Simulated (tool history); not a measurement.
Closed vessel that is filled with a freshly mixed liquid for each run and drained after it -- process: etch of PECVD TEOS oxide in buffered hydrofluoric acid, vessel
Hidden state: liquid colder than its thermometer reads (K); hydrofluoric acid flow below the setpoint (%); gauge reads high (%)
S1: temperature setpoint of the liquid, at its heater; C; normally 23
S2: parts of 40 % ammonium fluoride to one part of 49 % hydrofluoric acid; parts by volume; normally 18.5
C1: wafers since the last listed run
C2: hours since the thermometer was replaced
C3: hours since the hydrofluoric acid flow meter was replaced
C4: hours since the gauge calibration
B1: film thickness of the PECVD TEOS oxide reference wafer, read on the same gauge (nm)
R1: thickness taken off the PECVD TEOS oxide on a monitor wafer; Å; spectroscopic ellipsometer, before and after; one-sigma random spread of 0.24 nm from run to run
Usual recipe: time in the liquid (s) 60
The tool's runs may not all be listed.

{"run": 1, "hour": 0.0, "S1": 24.5, "S2": 18.5, "time in the liquid (s)": 60, "C1": 0, "C2": 1836.4, "C3": 1836.8, "C4": 431.1, "B1": 30.02, "R1": 757.7}
{"run": 2, "hour": 60.1, "S1": 24.5, "S2": 18.5, "time in the liquid (s)": 60, "C1": 8680, "C2": 1896.5, "C3": 1896.9, "C4": 491.2, "B1": 30.01, "R1": 759.1}
{"hour": 102.7, "done": "hydrofluoric acid flow meter replaced"}
{"run": 3, "hour": 106.3, "S1": 24.5, "S2": 18.5, "time in the liquid (s)": 60, "C1": 6528, "C2": 1942.7, "C3": 3.6, "C4": 537.4, "B1": 30.02, "R1": 758.3}
{"run": 4, "hour": 207.7, "S1": 23, "S2": 18.5, "time in the liquid (s)": 60, "C1": 14645, "C2": 2044.1, "C3": 105, "C4": 638.8, "B1": 29.98, "R1": 697.1}
{"run": 5, "hour": 303.0, "S1": 23, "S2": 18.5, "time in the liquid (s)": 60, "C1": 13764, "C2": 2139.4, "C3": 200.3, "C4": 734.1, "B1": 30, "R1": 697.7}
{"run": 6, "hour": 356.8, "S1": 23, "S2": 18.5, "time in the liquid (s)": 60, "C1": 7770, "C2": 2193.2, "C3": 254.1, "C4": 787.9, "B1": 30, "R1": 695.1}
{"run": 7, "hour": 423.5, "S1": 25.5, "S2": 18.5, "time in the liquid (s)": 60, "C1": 9633, "C2": 2259.9, "C3": 320.8, "C4": 854.6, "B1": 29.97, "R1": 800.8}
{"run": 8, "hour": 511.1, "S1": 23, "S2": 18.5, "time in the liquid (s)": 60, "C1": 12652, "C2": 2347.5, "C3": 408.4, "C4": 942.2, "B1": 30, "R1": 696.6}
{"run": 9, "hour": 583.2, "S1": 23, "S2": 16.5, "time in the liquid (s)": 60, "C1": 10413, "C2": 2419.6, "C3": 480.5, "C4": 1014.3, "B1": 29.99, "R1": 782.8}
{"run": 10, "hour": 679.9, "S1": 23, "S2": 16.5, "time in the liquid (s)": 60, "C1": 13966, "C2": 2516.3, "C3": 577.2, "C4": 1111, "B1": 29.99, "R1": 783.3}
{"run": 11, "hour": 781.0, "S1": 23, "S2": 16.5, "time in the liquid (s)": 60, "C1": 14601, "C2": 2617.4, "C3": 678.3, "C4": 1212.1, "B1": 29.98, "R1": 777.9}
{"hour": 931.3, "done": "gauge calibrated"}
{"run": 12, "hour": 988.9, "S1": 27, "S2": 18.5, "time in the liquid (s)": 60, "C1": 30027, "C2": 2825.3, "C3": 886.2, "C4": 57.6, "B1": 30, "R1": 865.8}
{"run": 13, "hour": 1079.3, "S1": 27, "S2": 18.5, "time in the liquid (s)": 60, "C1": 13056, "C2": 2915.7, "C3": 976.6, "C4": 148, "B1": 30, "R1": 863}
{"run": 14, "hour": 1151.0, "S1": 23, "S2": 15, "time in the liquid (s)": 60, "C1": 10355, "C2": 2987.4, "C3": 1048.3, "C4": 219.7, "B1": 30, "R1": 862.4}
{"run": 15, "hour": 1239.8, "S1": 23, "S2": 25, "time in the liquid (s)": 85, "C1": 12825, "C2": 3076.2, "C3": 1137.1, "C4": 308.5, "B1": 29.99, "R1": 783.5}
{"hour": 1303.8, "done": "thermometer replaced"}
{"run": 16, "hour": 1329.3, "S1": 26.5, "S2": 20.5, "time in the liquid (s)": 85, "C1": 12782, "C2": 25.5, "C3": 1226.6, "C4": 398, "B1": 30, "R1": 1090.5}
{"run": 17, "hour": 1397.7, "S1": 23, "S2": 18.5, "time in the liquid (s)": 60, "C1": 9879, "C2": 93.9, "C3": 1295, "C4": 466.4, "B1": 30, "R1": 697}
{"run": 18, "hour": 1469.9, "S1": 27.5, "S2": 14, "time in the liquid (s)": 30, "C1": 10427, "C2": 166.1, "C3": 1367.2, "C4": 538.6, "B1": 29.99, "R1": 585.7}
{"run": 19, "hour": 1521.9, "S1": 25, "S2": 15, "time in the liquid (s)": 60, "C1": 7510, "C2": 218.1, "C3": 1419.2, "C4": 590.6, "B1": 29.99, "R1": 960.2}
{"run": 20, "hour": 1605.1, "S1": 20.5, "S2": 18.5, "time in the liquid (s)": 60, "C1": 12016, "C2": 301.3, "C3": 1502.4, "C4": 673.8, "B1": 30, "R1": 606}
{"hour": 1628.5, "done": "hydrofluoric acid flow meter replaced"}
{"run": 21, "hour": 1651.8, "S1": 18.5, "S2": 25, "time in the liquid (s)": 30, "C1": 6600, "C2": 348, "C3": 23.3, "C4": 720.5, "B1": 30.01, "R1": 213.2}
{"run": 22, "hour": 1700.1, "S1": 23, "S2": 18.5, "time in the liquid (s)": 60, "C1": 6976, "C2": 396.3, "C3": 71.6, "C4": 768.8, "B1": 29.99, "R1": 697.8}
{"run": 23, "hour": 1860.6, "S1": 23, "S2": 21.5, "time in the liquid (s)": 60, "C1": 23181, "C2": 556.8, "C3": 232.1, "C4": 929.3, "B1": 30.01, "R1": 610.8}
{"run": 24, "hour": 1910.4, "S1": 19.5, "S2": 13.5, "time in the liquid (s)": 40, "C1": 7192, "C2": 606.6, "C3": 281.9, "C4": 979.1, "B1": 29.98, "R1": 518.4}
{"run": 25, "hour": 1974.1, "S1": 23, "S2": 18.5, "time in the liquid (s)": 35, "C1": 9200, "C2": 670.3, "C3": 345.6, "C4": 1042.8, "B1": 30, "R1": 406.6}
{"run": 26, "hour": 2016.5, "S1": 21.5, "S2": 18.5, "time in the liquid (s)": 90, "C1": 6123, "C2": 712.7, "C3": 388, "C4": 1085.2, "B1": 30.02, "R1": 967.2}
{"hour": 2024.0, "done": "gauge calibrated"}
{"run": 27, "hour": 2120.0, "S1": 26, "S2": 16, "time in the liquid (s)": 60, "C1": 14948, "C2": 816.2, "C3": 491.5, "C4": 96, "B1": 30.01, "R1": 948.3}
{"run": 28, "hour": 2312.2, "S1": 21.5, "S2": 25.5, "time in the liquid (s)": 40, "C1": 27759, "C2": 1008.4, "C3": 683.7, "C4": 288.2, "B1": 29.99, "R1": 335.2}

Consider 3 possible next runs. They are alternatives, not a sequence: every one starts from the tool as it was left by run 28. What does each give?
{"run": "A", "hour": 2312.9, "S1": 23, "S2": 13, "time in the liquid (s)": 60, "C1": 101, "C2": 1009.1, "C3": 684.4, "C4": 288.9, "B1": "?", "R1": "?"}
{"run": "B", "hour": 2312.9, "S1": 26, "S2": 21.5, "time in the liquid (s)": 95, "C1": 101, "C2": 1009.1, "C3": 684.4, "C4": 288.9, "B1": "?", "R1": "?"}
{"run": "C", "hour": 2312.9, "S1": 26, "S2": 18.5, "time in the liquid (s)": 75, "C1": 101, "C2": 1009.1, "C3": 684.4, "C4": 288.9, "B1": "?", "R1": "?"}

run=A B1=30.02 R1=992.1
run=B B1=30.02 R1=1152.3
run=C B1=30.02 R1=1032.3
The same runs, with their run-to-run variation unchanged, on a tool lacking any hidden condition would have given:
run=A R1=992.1
run=B R1=1152.3
run=C R1=1032.3

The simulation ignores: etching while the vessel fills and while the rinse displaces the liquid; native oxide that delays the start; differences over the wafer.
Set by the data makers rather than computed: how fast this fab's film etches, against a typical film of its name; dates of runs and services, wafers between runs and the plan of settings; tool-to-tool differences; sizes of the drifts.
